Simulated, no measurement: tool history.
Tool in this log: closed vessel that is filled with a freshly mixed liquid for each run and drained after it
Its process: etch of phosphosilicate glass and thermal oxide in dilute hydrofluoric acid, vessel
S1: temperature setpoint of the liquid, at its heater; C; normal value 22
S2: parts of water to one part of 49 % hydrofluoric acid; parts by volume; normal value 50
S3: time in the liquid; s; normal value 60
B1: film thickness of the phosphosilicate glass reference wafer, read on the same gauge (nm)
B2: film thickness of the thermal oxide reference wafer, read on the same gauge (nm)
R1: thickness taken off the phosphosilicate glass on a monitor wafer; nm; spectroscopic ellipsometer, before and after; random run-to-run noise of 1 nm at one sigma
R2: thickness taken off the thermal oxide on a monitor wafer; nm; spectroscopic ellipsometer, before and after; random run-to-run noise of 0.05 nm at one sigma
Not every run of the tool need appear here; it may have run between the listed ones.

run     day    S1  S2  S3      B1      B2      R1    R2
  1       0    22  50  60     110  150.04  169.06  5.09
  2   1.121    22  50  60  110.02  149.99  168.99  5.11
  3   1.871    22  50  60  109.99  150.02  169.81  5.03
  4   2.488    22  50  60     110  150.04  168.04  5.04
  5   3.142    22  50  60  110.03  150.02  166.65  5.09
  6   3.808    24  50  60  109.99  150.02   183.1  5.46
  7   4.333    24  50  60  110.02  150.03  182.89  5.43
      4.646  -- thermometer replaced
  8   5.762    24  50  60  110.03  149.98  172.87  5.21
      6.371  -- gauge calibrated
  9   6.479    22  60  80  110.01  150.01  173.81  5.22
      7.646  -- thermometer replaced, repeated, since the last time left the tool worse
 10   7.667    22  45  45  109.98  150.01   151.8  4.54
 11     8.5    22  50  60  109.95  150.01  180.31  5.46
 12     9.1  19.5  50  30  110.04     150    81.7  2.42
 13   9.812    22  50  75  109.98  149.98  224.52  6.79
 14  11.188    22  50  60  109.99  149.97  178.35  5.48
     11.304  -- hydrofluoric acid flow meter replaced
 15   12.15  23.5  50  60  110.01  150.01  190.79  5.82
 16  13.158    26  45  80  110.02  149.98  314.52  9.44
 17  14.183  18.5  40  60  109.98  149.99  194.21  5.96

Give the tool's hidden conditions for every run:
hydrofluoric acid flow above the setpoint (%): 0 on each run
gauge reads high (%): 0 on each run
H1: liquid colder than its thermometer reads (K)
run     H1
  1   1.79
  2   1.86
  3    1.9
  4   1.93
  5   1.97
  6   2.01
  7   2.04
  8   3.14
  9   3.19
 10   0.12
 11  0.168
 12  0.203
 13  0.244
 14  0.323
 15  0.379
 16  0.437
 17  0.496
